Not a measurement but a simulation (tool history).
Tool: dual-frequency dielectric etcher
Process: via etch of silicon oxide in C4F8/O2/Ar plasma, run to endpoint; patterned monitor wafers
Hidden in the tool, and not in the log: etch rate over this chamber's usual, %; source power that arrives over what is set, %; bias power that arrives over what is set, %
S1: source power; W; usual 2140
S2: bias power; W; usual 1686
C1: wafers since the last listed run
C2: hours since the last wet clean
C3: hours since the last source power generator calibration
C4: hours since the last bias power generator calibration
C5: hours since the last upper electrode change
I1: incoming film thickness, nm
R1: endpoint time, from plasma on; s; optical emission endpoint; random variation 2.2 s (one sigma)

run    hour    S1    S2   C1     C2      C3      C4      C5      I1     R1
  1       0  2140  1686    0  192.3   453.5    2693  3976.4  1317.6  246.2
  2    84.5  2140  1686  246  276.8     538  2777.5  4060.9  1310.4  244.9
  3   127.8  2140  1686  126  320.1   581.3  2820.8  4104.2  1310.6    243
      176.8  -- wet clean of the chamber
  4   188.4  2140  1686  106   11.6   641.9  2881.4  4164.8  1306.9  251.3
  5   291.8  2140  1686  301    115   745.3  2984.8  4268.2  1306.3  245.5
  6   331.7  2380  1686  116  154.9   785.2  3024.7  4308.1  1316.9  236.9
  7   437.2  2140  1389  307  260.4   890.7  3130.2  4413.6    1321  259.7
      542.3  -- bias power generator calibrated
        545  -- wet clean of the chamber
  8   545.5  2140  1475  296    0.5     999     3.2  4521.9  1322.3  268.3
  9   642.3  2140  1475  282   97.3  1095.8     100  4618.7  1300.8  263.2
 10   721.7  2140  1686  231  176.7  1175.2   179.4  4698.1  1306.9  243.1
      755.7  -- upper electrode replaced
 11   795.6  1740  1901  145  250.6  1249.1   253.3    39.9  1304.9  249.8
 12   877.3  1750  1861  238  332.3  1330.8     335   121.6  1303.8  244.9
      967.1  -- wet clean of the chamber
 13   967.6  1750  1861  193    0.5  1421.1   425.3   211.9  1311.1  255.2
 14  1043.7  2140  1686  221   76.6  1497.2   501.4     288  1311.2  243.6
 15  1147.8  2400  1301  303  180.7  1601.3   605.5   392.1  1313.3  257.9
     1155.8  -- source power generator calibrated
 16  1191.7  2400  1844  116  224.6    35.9   649.4     436  1312.4  231.4
     1403.7  -- wet clean of the chamber
 17  1404.2  2490  1892  549    0.5   248.4   861.9   648.5  1315.3  232.9
 18  1494.9  2140  1876  264   91.2   339.1   952.6   739.2    1306  240.1
 19  1559.3  2140  1475  187  155.6   403.5    1017   803.6  1318.6  257.9

The same runs without the tool's hidden state, with the same run-to-run variation:
run     R1
  1  252.6
  2  253.8
  3  253.2
  4  251.6
  5    249
  6  241.5
  7  268.3
  8  265.5
  9  263.7
 10  246.1
 11  255.2
 12  252.7
 13  256.9
 14  247.5
 15  265.5
 16  239.5
 17  232.2
 18  242.1
 19  262.2
